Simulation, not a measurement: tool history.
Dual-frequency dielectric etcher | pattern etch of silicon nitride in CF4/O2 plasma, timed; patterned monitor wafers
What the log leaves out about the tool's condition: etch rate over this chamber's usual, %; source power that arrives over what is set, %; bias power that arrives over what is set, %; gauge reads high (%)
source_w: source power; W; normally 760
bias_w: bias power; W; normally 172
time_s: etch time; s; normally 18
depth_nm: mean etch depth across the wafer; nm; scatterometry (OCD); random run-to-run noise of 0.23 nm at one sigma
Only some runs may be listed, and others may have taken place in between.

run	hour	source_w	bias_w	time_s	wafers since the last listed run	hours since the last wet clean	hours since the last source power generator calibration	hours since the last bias power generator calibration	hours since the last upper electrode change	hours since the gauge calibration	read-back reference wafer on the same gauge, depth_nm	depth_nm
1	0	760	172	18	0	402.1	1797.8	3777.2	2064.5	10.5	54.6	49.6
2	15.3	760	172	18	288	417.4	1813.1	3792.5	2079.8	25.8	54.6	49.4
3	31	760	172	18	295	433.1	1828.8	3808.2	2095.5	41.5	54.7	49.8
4	47.4	760	172	18	308	449.5	1845.2	3824.6	2111.9	57.9	54.7	49.7
# hour 68.7: bias power generator calibrated
5	95.1	760	172	14	823	497.2	1892.9	26.4	2159.6	105.6	54.8	38.9
# hour 107.3: source power generator calibrated
6	109.7	760	172	14	199	511.8	2.4	41	2174.2	120.2	54.6	38.5
# hour 141.3: wet clean of the chamber
7	141.8	760	185	18	152	0.5	34.5	73.1	2206.3	152.3	54.8	48.2
# hour 158.3: gauge calibrated
# hour 166.9: upper electrode replaced
8	167.4	760	207	18	30	26.1	60.1	98.7	0.5	9.1	54.7	50.6
9	167.7	650	193	16	5	26.4	60.4	99	0.8	9.4	54.7	36.9
10	173.3	760	172	18	105	32	66	104.6	6.4	15	54.8	47.1
11	183.5	760	172	18	192	42.2	76.2	114.8	16.6	25.2	54.7	47.3
12	190.4	630	157	20.5	129	49.1	83.1	121.7	23.5	32.1	54.5	42.3
13	203	760	190	22	237	61.7	95.7	134.3	36.1	44.7	54.9	60
14	220.4	850	172	18	327	79.1	113.1	151.7	53.5	62.1	54.8	53.3

Branching from run 14: 5 alternative next runs. What would each branch give?
A	220.8	760	172	18	7	79.5	113.5	152.1	53.9	62.5	?	?
B	220.8	860	172	18	7	79.5	113.5	152.1	53.9	62.5	?	?
C	220.8	670	172	18	7	79.5	113.5	152.1	53.9	62.5	?	?
D	220.8	760	151	22	7	79.5	113.5	152.1	53.9	62.5	?	?
E	220.8	600	156	23.5	7	79.5	113.5	152.1	53.9	62.5	?	?

run	read-back reference wafer on the same gauge, depth_nm	depth_nm
A	54.6	47.4
B	54.6	53.9
C	54.6	41.5
D	54.6	55.2
E	54.6	46.2
With the hidden condition removed and each run's random variation left untouched, the same runs would have given:
run	depth_nm
A	47.3
B	53.8
C	41.4
D	55.1
E	46.1

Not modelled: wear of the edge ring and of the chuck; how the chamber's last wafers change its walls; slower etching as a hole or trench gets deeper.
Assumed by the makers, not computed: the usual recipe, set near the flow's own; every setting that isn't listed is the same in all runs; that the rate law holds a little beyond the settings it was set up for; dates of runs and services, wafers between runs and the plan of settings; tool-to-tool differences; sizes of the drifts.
